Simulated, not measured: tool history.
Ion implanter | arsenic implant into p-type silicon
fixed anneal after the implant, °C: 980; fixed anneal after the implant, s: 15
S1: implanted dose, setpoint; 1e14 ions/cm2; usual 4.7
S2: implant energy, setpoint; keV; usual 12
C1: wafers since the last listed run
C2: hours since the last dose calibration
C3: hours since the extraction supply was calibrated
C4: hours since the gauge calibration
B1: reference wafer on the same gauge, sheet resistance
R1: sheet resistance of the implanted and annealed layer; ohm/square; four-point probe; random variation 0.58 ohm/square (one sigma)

{"run": 1, "hour": 0.0, "S1": 4.7, "S2": 12, "C1": 0, "C2": 745.3, "C3": 4726.8, "C4": 340, "B1": 240.06, "R1": 244.9}
{"hour": 6.1, "done": "gauge calibrated"}
{"run": 2, "hour": 22.4, "S1": 4.7, "S2": 12, "C1": 331, "C2": 767.7, "C3": 4749.2, "C4": 16.3, "B1": 239.67, "R1": 245.71}
{"run": 3, "hour": 55.7, "S1": 4.7, "S2": 12, "C1": 493, "C2": 801, "C3": 4782.5, "C4": 49.6, "B1": 240.14, "R1": 244.45}
{"run": 4, "hour": 80.4, "S1": 4.7, "S2": 12, "C1": 365, "C2": 825.7, "C3": 4807.2, "C4": 74.3, "B1": 240.05, "R1": 244.12}
{"run": 5, "hour": 111.4, "S1": 4.7, "S2": 12, "C1": 459, "C2": 856.7, "C3": 4838.2, "C4": 105.3, "B1": 239.72, "R1": 243.45}
{"run": 6, "hour": 137.1, "S1": 4.12, "S2": 13.5, "C1": 380, "C2": 882.4, "C3": 4863.9, "C4": 131, "B1": 240.02, "R1": 262.78}
{"run": 7, "hour": 150.9, "S1": 4.7, "S2": 12, "C1": 204, "C2": 896.2, "C3": 4877.7, "C4": 144.8, "B1": 240.07, "R1": 243.37}
{"run": 8, "hour": 170.5, "S1": 4.7, "S2": 12, "C1": 290, "C2": 915.8, "C3": 4897.3, "C4": 164.4, "B1": 239.77, "R1": 244.67}
{"run": 9, "hour": 204.2, "S1": 5.95, "S2": 9.5, "C1": 499, "C2": 949.5, "C3": 4931, "C4": 198.1, "B1": 240.06, "R1": 219.62}
{"run": 10, "hour": 234.7, "S1": 6.05, "S2": 14, "C1": 451, "C2": 980, "C3": 4961.5, "C4": 228.6, "B1": 239.91, "R1": 204.76}
{"run": 11, "hour": 265.1, "S1": 3.5, "S2": 12, "C1": 450, "C2": 1010.4, "C3": 4991.9, "C4": 259, "B1": 240.08, "R1": 298.93}
{"run": 12, "hour": 297.9, "S1": 4.7, "S2": 12, "C1": 486, "C2": 1043.2, "C3": 5024.7, "C4": 291.8, "B1": 240.08, "R1": 242.55}
{"hour": 302.5, "done": "gauge calibrated"}
{"hour": 309.3, "done": "extraction supply calibrated"}
{"run": 13, "hour": 310.2, "S1": 5.99, "S2": 16, "C1": 63, "C2": 1055.5, "C3": 0.9, "C4": 7.7, "B1": 240.02, "R1": 200.36}
{"hour": 340.7, "done": "Faraday cup replaced and dose calibrated"}
{"run": 14, "hour": 341.2, "S1": 4.7, "S2": 12, "C1": 340, "C2": 0.5, "C3": 31.9, "C4": 38.7, "B1": 240.29, "R1": 249.48}
{"run": 15, "hour": 366.7, "S1": 4.7, "S2": 12, "C1": 377, "C2": 26, "C3": 57.4, "C4": 64.2, "B1": 240.18, "R1": 249.63}

Run 16 comes next. What will it give?
{"run": 16, "hour": 396.1, "S1": 5.53, "S2": 15, "C1": 435, "C2": 55.4, "C3": 86.8, "C4": 93.6, "B1": "?", "R1": "?"}

B1: 240.02
R1: 217.64 ohm/square
Without the tool's hidden state the same run would have given R1 216.66 ohm/square.
